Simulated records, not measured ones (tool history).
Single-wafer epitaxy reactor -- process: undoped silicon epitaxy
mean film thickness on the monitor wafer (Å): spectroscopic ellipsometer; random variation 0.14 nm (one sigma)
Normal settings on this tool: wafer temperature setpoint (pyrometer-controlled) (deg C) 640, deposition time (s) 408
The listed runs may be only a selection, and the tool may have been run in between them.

run    hour  wafer temperature setpoint (pyrometer-controlled) (deg C)  deposition time (s)  read-back reference wafer on the same gauge, thickness_nm  mean film thickness on the monitor wafer (Å)
  1     0.0                                                        644                  390                                                     49.609                                        581.61
  2   134.4                                                        644                  390                                                     49.649                                        583.88
  3   173.5                                                        640                  408                                                     49.646                                        548.40
  4   370.7                                                        640                  408                                                     49.698                                        546.76
  5   430.2                                                        640                  408                                                     49.626                                        542.61
  6   467.3                                                        640                  408                                                     49.679                                        544.06
  7   501.1                                                        631                  390                                                     49.731                                        411.35
  8   553.0                                                        629                  408                                                     49.640                                        410.87
  9   591.8                                                        629                  408                                                     49.649                                        409.03
 10   659.1                                                        629                  408                                                     49.669                                        406.73
 11   715.4                                                        640                  408                                                     49.694                                        542.30
 12   760.8                                                        640                  408                                                     49.697                                        539.81
 13   793.8                                                        640                  408                                                     49.711                                        540.88
 14   844.4                                                        640                  408                                                     49.719                                        537.69
      893.9  -- gauge calibrated
 15   916.1                                                        643                  408                                                     49.730                                        580.75
      947.0  -- pyrometer calibrated
 16   973.8                                                        640                  478                                                     49.703                                        650.60
 17  1018.0                                                        649                  408                                                     49.733                                        697.93
 18  1064.8                                                        627                  448                                                     49.642                                        435.75
 19  1120.6                                                        651                  453                                                     49.681                                        811.64
 20  1145.3                                                        640                  408                                                     49.699                                        554.56
 21  1213.5                                                        640                  408                                                     49.725                                        554.97
 22  1239.1                                                        640                  408                                                     49.694                                        556.92
 23  1285.5                                                        632                  385                                                     49.690                                        426.07
 24  1345.2                                                        633                  384                                                     49.655                                        436.65
 25  1383.2                                                        629                  470                                                     49.676                                        480.63
 26  1424.8                                                        640                  408                                                     49.692                                        554.27
 27  1457.5                                                        650                  468                                                     49.637                                        816.24
 28  1500.0                                                        640                  408                                                     49.675                                        552.76
 29  1556.7                                                        640                  372                                                     49.688                                        506.19
 30  1594.7                                                        644                  441                                                     49.725                                        660.10
 31  1643.8                                                        627                  408                                                     49.720                                        394.66

Here are 3 independent what-if runs from the current tool condition. What would each one return?
  A  1644.3                                                        648                  408                                                          ?                                             ?
  B  1644.3                                                        628                  441                                                          ?                                             ?
  C  1644.3                                                        635                  450                                                          ?                                             ?

run  read-back reference wafer on the same gauge, thickness_nm  mean film thickness on the monitor wafer (Å)
  A                                                     49.733                                        676.55
  B                                                     49.733                                        438.99
  C                                                     49.733                                        537.11
With no hidden state in the tool, these same runs would have given:
run  mean film thickness on the monitor wafer (Å)
  A                                        676.24
  B                                        438.78
  C                                        536.86

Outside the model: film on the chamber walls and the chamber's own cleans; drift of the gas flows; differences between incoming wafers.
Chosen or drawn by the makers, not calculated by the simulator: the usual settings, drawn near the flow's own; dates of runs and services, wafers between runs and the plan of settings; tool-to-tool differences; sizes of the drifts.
